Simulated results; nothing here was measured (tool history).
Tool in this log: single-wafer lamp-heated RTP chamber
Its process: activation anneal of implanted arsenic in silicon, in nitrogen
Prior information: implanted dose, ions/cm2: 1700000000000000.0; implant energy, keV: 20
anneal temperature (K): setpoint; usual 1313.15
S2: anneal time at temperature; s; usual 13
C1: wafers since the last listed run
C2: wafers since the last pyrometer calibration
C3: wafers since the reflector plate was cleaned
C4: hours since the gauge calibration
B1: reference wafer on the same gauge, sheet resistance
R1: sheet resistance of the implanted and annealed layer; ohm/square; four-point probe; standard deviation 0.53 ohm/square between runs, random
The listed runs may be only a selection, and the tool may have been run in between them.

{"run": 1, "hour": 0.0, "anneal temperature (K)": 1313.15, "S2": 13, "C1": 0, "C2": 2148, "C3": 10023, "C4": 1287.0, "B1": 97.05, "R1": 104.51}
{"run": 2, "hour": 22.7, "anneal temperature (K)": 1313.15, "S2": 13, "C1": 375, "C2": 2523, "C3": 10399, "C4": 1309.7, "B1": 97.05, "R1": 104.32}
{"run": 3, "hour": 72.3, "anneal temperature (K)": 1313.15, "S2": 13, "C1": 820, "C2": 3343, "C3": 11219, "C4": 1359.3, "B1": 97.0, "R1": 105.45}
{"run": 4, "hour": 105.7, "anneal temperature (K)": 1313.15, "S2": 13, "C1": 552, "C2": 3896, "C3": 11771, "C4": 1392.7, "B1": 97.03, "R1": 104.15}
{"run": 5, "hour": 134.0, "anneal temperature (K)": 1313.15, "S2": 13, "C1": 467, "C2": 4363, "C3": 12239, "C4": 1421.0, "B1": 96.93, "R1": 104.73}
{"run": 6, "hour": 154.7, "anneal temperature (K)": 1313.15, "S2": 13, "C1": 342, "C2": 4706, "C3": 12581, "C4": 1441.7, "B1": 97.06, "R1": 103.89}
{"hour": 176.1, "done": "reflector plate cleaned"}
{"run": 7, "hour": 180.6, "anneal temperature (K)": 1305.15, "S2": 13, "C1": 295, "C2": 5002, "C3": 73, "C4": 1467.6, "B1": 96.9, "R1": 108.14}
{"hour": 189.2, "done": "pyrometer window cleaned and pyrometer calibrated"}
{"run": 8, "hour": 201.3, "anneal temperature (K)": 1305.15, "S2": 13, "C1": 209, "C2": 200, "C3": 283, "C4": 1488.3, "B1": 97.09, "R1": 108.44}
{"run": 9, "hour": 218.8, "anneal temperature (K)": 1305.15, "S2": 13, "C1": 289, "C2": 489, "C3": 573, "C4": 1505.8, "B1": 97.01, "R1": 108.24}
{"run": 10, "hour": 238.2, "anneal temperature (K)": 1320.15, "S2": 16, "C1": 320, "C2": 810, "C3": 893, "C4": 1525.2, "B1": 96.99, "R1": 99.07}
{"hour": 264.7, "done": "gauge calibrated"}
{"run": 11, "hour": 295.2, "anneal temperature (K)": 1320.15, "S2": 16, "C1": 942, "C2": 1753, "C3": 1836, "C4": 30.5, "B1": 97.02, "R1": 98.9}
{"run": 12, "hour": 316.8, "anneal temperature (K)": 1320.15, "S2": 16, "C1": 357, "C2": 2110, "C3": 2193, "C4": 52.1, "B1": 97.06, "R1": 98.65}
{"run": 13, "hour": 349.0, "anneal temperature (K)": 1313.15, "S2": 13, "C1": 532, "C2": 2642, "C3": 2725, "C4": 84.3, "B1": 97.06, "R1": 104.25}
{"run": 14, "hour": 367.6, "anneal temperature (K)": 1313.15, "S2": 13, "C1": 307, "C2": 2950, "C3": 3033, "C4": 102.9, "B1": 97.02, "R1": 104.92}
{"run": 15, "hour": 383.5, "anneal temperature (K)": 1313.15, "S2": 13, "C1": 262, "C2": 3213, "C3": 3296, "C4": 118.8, "B1": 97.01, "R1": 104.56}
{"hour": 456.3, "done": "pyrometer window cleaned and pyrometer calibrated"}
{"run": 16, "hour": 464.7, "anneal temperature (K)": 1330.15, "S2": 10, "C1": 1210, "C2": 138, "C3": 4506, "C4": 200.0, "B1": 97.07, "R1": 102.24}
{"run": 17, "hour": 490.2, "anneal temperature (K)": 1289.15, "S2": 9, "C1": 421, "C2": 560, "C3": 4928, "C4": 225.5, "B1": 96.93, "R1": 119.41}
{"run": 18, "hour": 517.8, "anneal temperature (K)": 1297.15, "S2": 18, "C1": 456, "C2": 1016, "C3": 5384, "C4": 253.1, "B1": 96.98, "R1": 106.38}
{"run": 19, "hour": 547.4, "anneal temperature (K)": 1299.15, "S2": 6, "C1": 489, "C2": 1505, "C3": 5874, "C4": 282.7, "B1": 97.1, "R1": 120.46}
{"run": 20, "hour": 564.7, "anneal temperature (K)": 1290.15, "S2": 6, "C1": 286, "C2": 1791, "C3": 6160, "C4": 300.0, "B1": 97.11, "R1": 125.74}
{"run": 21, "hour": 595.9, "anneal temperature (K)": 1313.15, "S2": 13, "C1": 515, "C2": 2307, "C3": 6676, "C4": 331.2, "B1": 96.91, "R1": 104.42}
{"run": 22, "hour": 621.0, "anneal temperature (K)": 1313.15, "S2": 9, "C1": 415, "C2": 2722, "C3": 7091, "C4": 356.3, "B1": 97.01, "R1": 111.05}
{"run": 23, "hour": 642.7, "anneal temperature (K)": 1294.15, "S2": 17, "C1": 358, "C2": 3081, "C3": 7449, "C4": 378.0, "B1": 96.9, "R1": 107.99}
{"run": 24, "hour": 657.2, "anneal temperature (K)": 1313.15, "S2": 13, "C1": 239, "C2": 3321, "C3": 7689, "C4": 392.5, "B1": 97.01, "R1": 104.75}
{"run": 25, "hour": 680.1, "anneal temperature (K)": 1296.15, "S2": 7, "C1": 378, "C2": 3700, "C3": 8068, "C4": 415.4, "B1": 96.95, "R1": 119.9}
{"run": 26, "hour": 697.3, "anneal temperature (K)": 1322.15, "S2": 13, "C1": 284, "C2": 3984, "C3": 8352, "C4": 432.6, "B1": 96.98, "R1": 102.32}
{"run": 27, "hour": 722.5, "anneal temperature (K)": 1313.15, "S2": 15, "C1": 416, "C2": 4401, "C3": 8769, "C4": 457.8, "B1": 97.07, "R1": 102.7}
{"run": 28, "hour": 739.2, "anneal temperature (K)": 1341.15, "S2": 21, "C1": 276, "C2": 4677, "C3": 9045, "C4": 474.5, "B1": 96.97, "R1": 87.27}
{"hour": 763.2, "done": "pyrometer window cleaned and pyrometer calibrated"}
{"run": 29, "hour": 771.3, "anneal temperature (K)": 1313.15, "S2": 13, "C1": 398, "C2": 134, "C3": 9443, "C4": 506.6, "B1": 96.97, "R1": 104.54}
{"run": 30, "hour": 798.9, "anneal temperature (K)": 1293.15, "S2": 18, "C1": 456, "C2": 590, "C3": 9900, "C4": 534.2, "B1": 97.11, "R1": 107.5}
{"hour": 826.2, "done": "reflector plate cleaned"}
{"run": 31, "hour": 826.5, "anneal temperature (K)": 1303.15, "S2": 10, "C1": 324, "C2": 914, "C3": 5, "C4": 561.8, "B1": 97.01, "R1": 114.4}
{"run": 32, "hour": 862.0, "anneal temperature (K)": 1325.15, "S2": 13, "C1": 586, "C2": 1501, "C3": 592, "C4": 597.3, "B1": 96.95, "R1": 100.41}
{"run": 33, "hour": 883.0, "anneal temperature (K)": 1336.15, "S2": 7, "C1": 347, "C2": 1848, "C3": 939, "C4": 618.3, "B1": 96.98, "R1": 105.88}
{"run": 34, "hour": 902.9, "anneal temperature (K)": 1313.15, "S2": 13, "C1": 329, "C2": 2177, "C3": 1268, "C4": 638.2, "B1": 97.09, "R1": 103.96}
{"run": 35, "hour": 932.8, "anneal temperature (K)": 1334.15, "S2": 13, "C1": 494, "C2": 2672, "C3": 1763, "C4": 668.1, "B1": 96.95, "R1": 95.81}
{"run": 36, "hour": 946.1, "anneal temperature (K)": 1313.15, "S2": 13, "C1": 219, "C2": 2892, "C3": 1983, "C4": 681.4, "B1": 96.91, "R1": 104.39}
{"run": 37, "hour": 1048.4, "anneal temperature (K)": 1313.15, "S2": 7, "C1": 1691, "C2": 4583, "C3": 3674, "C4": 783.7, "B1": 97.06, "R1": 114.41}
{"run": 38, "hour": 1064.9, "anneal temperature (K)": 1296.15, "S2": 8, "C1": 272, "C2": 4856, "C3": 3947, "C4": 800.2, "B1": 96.85, "R1": 118.54}

For each entry between runs, how does the tool's hidden state at the last listed run before it compare with that at the first listed run after it?
In the gap between runs 6 and 7: reflector plate cleaned (hour 176.1)
  the hidden state is the same at both runs
In the gap between runs 7 and 8: pyrometer window cleaned and pyrometer calibrated (hour 189.2)
  the hidden state is the same at both runs
In the gap between runs 10 and 11: gauge calibrated (hour 264.7)
  the hidden state is the same at both runs
In the gap between runs 15 and 16: pyrometer window cleaned and pyrometer calibrated (hour 456.3)
  the hidden state is the same at both runs
In the gap between runs 28 and 29: pyrometer window cleaned and pyrometer calibrated (hour 763.2)
  the hidden state is the same at both runs
In the gap between runs 30 and 31: reflector plate cleaned (hour 826.2)
  the hidden state is the same at both runs

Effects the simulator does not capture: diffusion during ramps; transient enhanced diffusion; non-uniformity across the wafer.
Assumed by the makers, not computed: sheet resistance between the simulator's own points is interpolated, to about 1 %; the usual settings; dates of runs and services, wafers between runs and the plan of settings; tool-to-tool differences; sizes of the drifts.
